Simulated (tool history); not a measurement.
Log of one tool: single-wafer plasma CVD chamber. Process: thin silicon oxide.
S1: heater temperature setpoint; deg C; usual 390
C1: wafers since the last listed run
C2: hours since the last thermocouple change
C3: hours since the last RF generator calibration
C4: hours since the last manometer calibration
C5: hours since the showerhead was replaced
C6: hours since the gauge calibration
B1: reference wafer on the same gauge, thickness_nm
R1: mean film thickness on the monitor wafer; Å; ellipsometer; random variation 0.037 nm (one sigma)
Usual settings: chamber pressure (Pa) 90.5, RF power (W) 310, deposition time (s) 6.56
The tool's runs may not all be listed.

Run 1, hour 0.0: usual settings; C1 0; C2 269.6; C3 563.0; C4 869.3; C5 5807.1; C6 1609.7; B1 10.799. Result: R1 111.03 Å.
Run 2, hour 47.1: usual settings; C1 1585; C2 316.7; C3 610.1; C4 916.4; C5 5854.2; C6 1656.8; B1 10.818. Result: R1 111.57 Å.
Run 3, hour 139.5: usual settings; C1 3110; C2 409.1; C3 702.5; C4 1008.8; C5 5946.6; C6 1749.2; B1 10.817. Result: R1 111.39 Å.
Run 4, hour 216.3: usual settings; C1 2585; C2 485.9; C3 779.3; C4 1085.6; C5 6023.4; C6 1826.0; B1 10.811. Result: R1 111.90 Å.
Run 5, hour 268.9: usual settings; C1 1770; C2 538.5; C3 831.9; C4 1138.2; C5 6076.0; C6 1878.6; B1 10.809. Result: R1 111.70 Å.
Run 6, hour 351.3: usual settings but deposition time (s) 7.17; C1 2773; C2 620.9; C3 914.3; C4 1220.6; C5 6158.4; C6 1961.0; B1 10.820. Result: R1 121.82 Å.
Run 7, hour 430.9: usual settings but deposition time (s) 7.17; C1 2679; C2 700.5; C3 993.9; C4 1300.2; C5 6238.0; C6 2040.6; B1 10.831. Result: R1 121.67 Å.
Run 8, hour 512.5: usual settings but deposition time (s) 7.17; C1 2746; C2 782.1; C3 1075.5; C4 1381.8; C5 6319.6; C6 2122.2; B1 10.836. Result: R1 122.32 Å.
Run 9, hour 572.1: usual settings; C1 2006; C2 841.7; C3 1135.1; C4 1441.4; C5 6379.2; C6 2181.8; B1 10.839. Result: R1 111.69 Å.
Run 10, hour 636.2: usual settings; C1 2157; C2 905.8; C3 1199.2; C4 1505.5; C5 6443.3; C6 2245.9; B1 10.850. Result: R1 111.75 Å.
At hour 644.9: RF generator calibrated.
Run 11, hour 707.4: usual settings but S1 393 deg C; C1 2127; C2 977.0; C3 62.5; C4 1576.7; C5 6514.5; C6 2317.1; B1 10.855. Result: R1 111.54 Å.
At hour 757.7: showerhead replaced.
Run 12, hour 797.7: usual settings; C1 2770; C2 1067.3; C3 152.8; C4 1667.0; C5 40.0; C6 2407.4; B1 10.855. Result: R1 111.77 Å.
Run 13, hour 888.0: usual settings; C1 3039; C2 1157.6; C3 243.1; C4 1757.3; C5 130.3; C6 2497.7; B1 10.858. Result: R1 112.01 Å.
Run 14, hour 961.5: usual settings but RF power (W) 275; C1 2474; C2 1231.1; C3 316.6; C4 1830.8; C5 203.8; C6 2571.2; B1 10.847. Result: R1 105.86 Å.
Run 15, hour 1011.4: usual settings but chamber pressure (Pa) 73.6; C1 1679; C2 1281.0; C3 366.5; C4 1880.7; C5 253.7; C6 2621.1; B1 10.842. Result: R1 90.52 Å.
Run 16, hour 1106.4: usual settings; C1 3198; C2 1376.0; C3 461.5; C4 1975.7; C5 348.7; C6 2716.1; B1 10.849. Result: R1 111.27 Å.
Run 17, hour 1167.1: usual settings but chamber pressure (Pa) 74.5, deposition time (s) 7.22; C1 2043; C2 1436.7; C3 522.2; C4 2036.4; C5 409.4; C6 2776.8; B1 10.869. Result: R1 100.94 Å.
Run 18, hour 1251.8: usual settings but RF power (W) 285, deposition time (s) 5.64; C1 2851; C2 1521.4; C3 606.9; C4 2121.1; C5 494.1; C6 2861.5; B1 10.859. Result: R1 92.84 Å.
Run 19, hour 1331.1: usual settings but S1 380 deg C, chamber pressure (Pa) 112.5, RF power (W) 345, deposition time (s) 7.84; C1 2669; C2 1600.7; C3 686.2; C4 2200.4; C5 573.4; C6 2940.8; B1 10.857. Result: R1 172.97 Å.
At hour 1405.2: capacitance manometer re-zeroed and calibrated.
Run 20, hour 1428.9: usual settings but S1 403 deg C, chamber pressure (Pa) 74.4, RF power (W) 330, deposition time (s) 5.55; C1 3023; C2 1698.5; C3 784.0; C4 23.7; C5 671.2; C6 3038.6; B1 10.851. Result: R1 78.40 Å.
Run 21, hour 1497.1: usual settings but S1 381 deg C, deposition time (s) 5.34; C1 2295; C2 1766.7; C3 852.2; C4 91.9; C5 739.4; C6 3106.8; B1 10.857. Result: R1 91.64 Å.
Run 22, hour 1596.8: usual settings but S1 376 deg C, RF power (W) 285; C1 3356; C2 1866.4; C3 951.9; C4 191.6; C5 839.1; C6 3206.5; B1 10.840. Result: R1 108.41 Å.
At hour 1625.1: gauge calibrated.
Run 23, hour 1700.2: usual settings but S1 404 deg C, chamber pressure (Pa) 104.8, RF power (W) 370, deposition time (s) 7.49; C1 3480; C2 1969.8; C3 1055.3; C4 295.0; C5 942.5; C6 75.1; B1 10.532. Result: R1 151.78 Å.
At hour 1810.3: RF generator calibrated.
At hour 1892.7: thermocouple changed; heater temperature recalibrated.
Run 24, hour 1983.0: usual settings but S1 396 deg C, chamber pressure (Pa) 80.7, RF power (W) 265, deposition time (s) 5.50; C1 8981; C2 90.3; C3 172.7; C4 577.8; C5 1225.3; C6 357.9; B1 10.626. Result: R1 75.23 Å.
Run 25, hour 2055.0: usual settings but S1 395 deg C, deposition time (s) 5.60; C1 2423; C2 162.3; C3 244.7; C4 649.8; C5 1297.3; C6 429.9; B1 10.626. Result: R1 92.90 Å.
Run 26, hour 2177.0: usual settings but chamber pressure (Pa) 100.5, RF power (W) 370; C1 4106; C2 284.3; C3 366.7; C4 771.8; C5 1419.3; C6 551.9; B1 10.657. Result: R1 130.39 Å.
Run 27, hour 2275.4: usual settings but deposition time (s) 6.16; C1 3312; C2 382.7; C3 465.1; C4 870.2; C5 1517.7; C6 650.3; B1 10.670. Result: R1 103.43 Å.
Run 28, hour 2314.0: usual settings; C1 1299; C2 421.3; C3 503.7; C4 908.8; C5 1556.3; C6 688.9; B1 10.688. Result: R1 110.17 Å.
Run 29, hour 2591.8: usual settings but chamber pressure (Pa) 107.2, deposition time (s) 6.17; C1 9351; C2 699.1; C3 781.5; C4 1186.6; C5 1834.1; C6 966.7; B1 10.706. Result: R1 121.79 Å.

How the hidden state differs across the entries between the runs, from the last listed run before each to the first after it:
Between runs 10 and 11: RF generator calibrated (hour 644.9)
  gauge reads high (%): 3.23 -> 3.25
  measured less the result without the state, R1: +3.50 -> +3.52 Å
Between runs 11 and 12: showerhead replaced (hour 757.7)
  gauge reads high (%): 3.25 -> 3.29
  measured less the result without the state, R1: +3.52 -> +3.55 Å
Between runs 19 and 20: capacitance manometer re-zeroed and calibrated (hour 1405.2)
  gauge reads high (%): 3.42 -> 3.44
  measured less the result without the state, R1: +5.73 -> +2.61 Å
Between runs 22 and 23: gauge calibrated (hour 1625.1)
  gauge reads high (%): 3.47 -> 0.372
  measured less the result without the state, R1: +3.64 -> +0.56 Å
Between runs 23 and 24: RF generator calibrated (hour 1810.3); thermocouple changed; heater temperature recalibrated (hour 1892.7)
  gauge reads high (%): 0.372 -> 1.06
  measured less the result without the state, R1: +0.56 -> +0.79 Å

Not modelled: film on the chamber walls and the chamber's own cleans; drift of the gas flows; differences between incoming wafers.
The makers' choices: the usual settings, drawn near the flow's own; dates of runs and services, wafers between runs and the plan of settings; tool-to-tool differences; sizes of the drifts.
